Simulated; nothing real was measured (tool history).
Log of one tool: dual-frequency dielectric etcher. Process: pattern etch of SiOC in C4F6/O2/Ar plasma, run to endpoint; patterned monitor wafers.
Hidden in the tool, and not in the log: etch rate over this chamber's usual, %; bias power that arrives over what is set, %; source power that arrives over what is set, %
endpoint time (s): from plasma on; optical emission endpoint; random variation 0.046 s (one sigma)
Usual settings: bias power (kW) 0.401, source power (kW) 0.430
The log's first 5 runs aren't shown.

run    hour  bias power (kW)  source power (kW)  wafers since the last listed run  hours since the last wet clean  hours since the last bias power generator calibration  hours since the last source power generator calibration  hours since the last upper electrode change  incoming incoming film thickness, nm  endpoint time (s)
  6   401.6            0.378              0.390                              1976                           288.8                                                 1373.5                                                   1854.9                                       2097.3                                 42.08               14.8
  7   499.6            0.401              0.430                              1855                           386.8                                                 1471.5                                                   1952.9                                       2195.3                                 41.83               14.0
  8   580.9            0.401              0.430                              1539                           468.1                                                 1552.8                                                   2034.2                                       2276.6                                 41.88               14.2
      697.1  -- wet clean of the chamber
  9   697.6            0.401              0.380                              1755                             0.5                                                 1669.5                                                   2150.9                                       2393.3                                 42.04               14.5
 10   766.3            0.401              0.380                              1300                            69.2                                                 1738.2                                                   2219.6                                       2462.0                                 41.84               14.5
 11   827.5            0.401              0.430                              1158                           130.4                                                 1799.4                                                   2280.8                                       2523.2                                 41.93               13.8
 12   878.3            0.401              0.430                               961                           181.2                                                 1850.2                                                   2331.6                                       2574.0                                 41.59               13.9
 13  1076.9            0.401              0.370                              3760                           379.8                                                 2048.8                                                   2530.2                                       2772.6                                 41.73               15.1
 14  1142.0            0.440              0.430                              1232                           444.9                                                 2113.9                                                   2595.3                                       2837.7                                 41.94               13.8
     1192.8  -- wet clean of the chamber
 15  1193.3            0.440              0.430                               516                             0.5                                                 2165.2                                                   2646.6                                       2889.0                                 41.75               13.4
 16  1237.9            0.401              0.430                               844                            45.1                                                 2209.8                                                   2691.2                                       2933.6                                 41.49               13.8
     1318.3  -- source power generator calibrated
 17  1333.5            0.374              0.430                              1734                           140.7                                                 2305.4                                                     15.2                                       3029.2                                 41.90               14.0
 18  1440.9            0.307              0.510                              2033                           248.1                                                 2412.8                                                    122.6                                       3136.6                                 41.65               13.6
 19  1510.7            0.358              0.540                              1321                           317.9                                                 2482.6                                                    192.4                                       3206.4                                 41.71               12.9
 20  1603.6            0.374              0.430                              1759                           410.8                                                 2575.5                                                    285.3                                       3299.3                                 41.73               14.1
     1657.3  -- wet clean of the chamber
 21  1707.5            0.318              0.490                              1513                            50.2                                                 2679.4                                                    389.2                                       3403.2                                 41.67               13.5
 22  1780.5            0.461              0.510                              1382                           123.2                                                 2752.4                                                    462.2                                       3476.2                                 42.07               12.3
     1811.7  -- bias power generator calibrated
 23  1844.5            0.401              0.430                              1136                           187.2                                                   32.8                                                    526.2                                       3540.2                                 41.55               13.5
     1960.9  -- upper electrode replaced
 24  2130.2            0.356              0.520                              4955                           472.9                                                  318.5                                                    811.9                                        169.3                                 41.75               13.2
     2198.7  -- wet clean of the chamber
 25  2210.4            0.401              0.430                              1064                            11.7                                                  398.7                                                    892.1                                        249.5                                 41.53               13.5
 26  2296.1            0.401              0.400                              1622                            97.4                                                  484.4                                                    977.8                                        335.2                                 41.84               14.0
 27  2382.4            0.347              0.360                              1634                           183.7                                                  570.7                                                   1064.1                                        421.5                                 42.03               15.5
 28  2442.5            0.461              0.510                              1138                           243.8                                                  630.8                                                   1124.2                                        481.6                                 42.26               12.4
 29  2499.3            0.358              0.540                              1075                           300.6                                                  687.6                                                   1181.0                                        538.4                                 42.04               13.0
 30  2602.4            0.475              0.460                              1952                           403.7                                                  790.7                                                   1284.1                                        641.5                                 42.13               13.1

4 ways to go on from here, each from the tool as it stands after run 30. What would each give?
  A  2602.8            0.401              0.480                                 7                           404.1                                                  791.1                                                   1284.5                                        641.9                                 42.08                  ?
  B  2602.8            0.480              0.390                                 7                           404.1                                                  791.1                                                   1284.5                                        641.9                                 42.08                  ?
  C  2602.8            0.355              0.390                                 7                           404.1                                                  791.1                                                   1284.5                                        641.9                                 42.08                  ?
  D  2602.8            0.453              0.380                                 7                           404.1                                                  791.1                                                   1284.5                                        641.9                                 42.08                  ?

run  endpoint time (s)
  A               13.4
  B               14.0
  C               15.2
  D               14.4
Without the tool's hidden state the same runs would have given:
run  endpoint time (s)
  A               13.0
  B               13.6
  C               14.7
  D               14.0
